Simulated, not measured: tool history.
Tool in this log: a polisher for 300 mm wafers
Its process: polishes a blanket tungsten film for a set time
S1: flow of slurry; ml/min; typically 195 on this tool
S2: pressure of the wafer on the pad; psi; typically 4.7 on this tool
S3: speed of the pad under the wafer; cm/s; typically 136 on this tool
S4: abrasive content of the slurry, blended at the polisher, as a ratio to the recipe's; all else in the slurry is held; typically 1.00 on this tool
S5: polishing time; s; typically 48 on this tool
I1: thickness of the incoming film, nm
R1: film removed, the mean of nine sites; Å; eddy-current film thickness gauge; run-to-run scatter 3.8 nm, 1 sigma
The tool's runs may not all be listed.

run    hour   S1   S2   S3    S4  S5      I1    R1
  1     0.0  195  4.7  136  1.10  48  1082.6  3696
  2    46.0  195  4.7  136  1.10  48  1077.4  3631
  3    98.0  195  4.7  136  1.10  48  1088.3  3600
      165.1  -- slurry tank refilled with fresh slurry and peroxide
  4   180.5  195  4.7  136  1.00  48  1068.6  3806
      206.3  -- worn pad replaced by a new one
      251.5  -- slurry nozzle cleaned
      273.4  -- slurry blender recalibrated
  5   274.9  195  4.7  104  1.00  48  1057.5  3095
  6   331.9  195  4.7  104  1.00  48  1098.6  3028
      422.6  -- slurry tank refilled with fresh slurry and peroxide
  7   432.2  195  3.6  136  1.00  48  1074.6  3026
  8   472.5  195  3.6  136  1.00  48  1072.2  2999
      514.4  -- slurry nozzle cleaned
      538.5  -- worn pad replaced by a new one, of another model than before
  9   546.8  160  4.7  136  1.00  48  1075.7  3432
 10   594.7  160  4.7  136  1.00  48  1063.5  3422
 11   641.5  160  4.7  136  1.00  48  1062.4  3386
      703.0  -- slurry tank refilled with fresh slurry and peroxide
      721.3  -- slurry blender recalibrated
 12   721.8  195  4.7  136  1.00  48  1085.7  3671
      804.5  -- worn pad replaced by a new one
 13   823.0  195  4.7  136  1.10  48  1089.4  3790
      841.8  -- slurry nozzle cleaned
 14   885.0  195  3.5  136  0.75  48  1078.7  2976
      927.3  -- head pressure recalibrated
      959.3  -- slurry tank refilled with fresh slurry and peroxide
 15   967.0  195  4.7  136  1.00  34  1085.9  2690
 16  1040.8  195  4.7  136  1.00  48  1092.8  3736
 17  1110.8  195  4.7  136  1.00  48  1084.3  3672
     1113.9  -- slurry blender recalibrated
     1120.7  -- worn pad replaced by a new one
     1166.2  -- slurry nozzle cleaned
 18  1196.5  195  3.6  136  1.00  62  1080.9  4090
     1219.5  -- slurry tank refilled with fresh slurry and peroxide
 19  1261.0  260  4.7  148  0.85  48  1070.1  4078
 20  1323.6  220  4.7  108  0.85  48  1081.6  2971
 21  1362.2  195  4.7  160  1.00  48  1071.9  4287
 22  1400.7  265  4.7  136  1.00  57  1096.1  4663
     1414.7  -- worn pad replaced by a new one
     1449.4  -- slurry nozzle cleaned
 23  1493.7  250  4.7  136  1.00  53  1096.9  4055

5 options for the next run, each taken on its own from the tool as it stands now. Forecast them:
  A  1494.1  195  4.7  136  1.30  48  1080.8   ?
  B  1494.1  195  4.7  172  0.70  59  1080.8   ?
  C  1494.1  195  5.8  172  1.00  48  1080.8   ?
  D  1494.1  195  4.7   98  1.15  48  1080.8   ?
  E  1494.1  250  4.7  136  1.00  48  1080.8   ?

run    R1
  A  3735
  B  4962
  C  4894
  D  2722
  E  3694
The same runs, with their run-to-run variation unchanged, on a tool lacking any hidden condition would have given:
run    R1
  A  3974
  B  5280
  C  5207
  D  2896
  E  3931
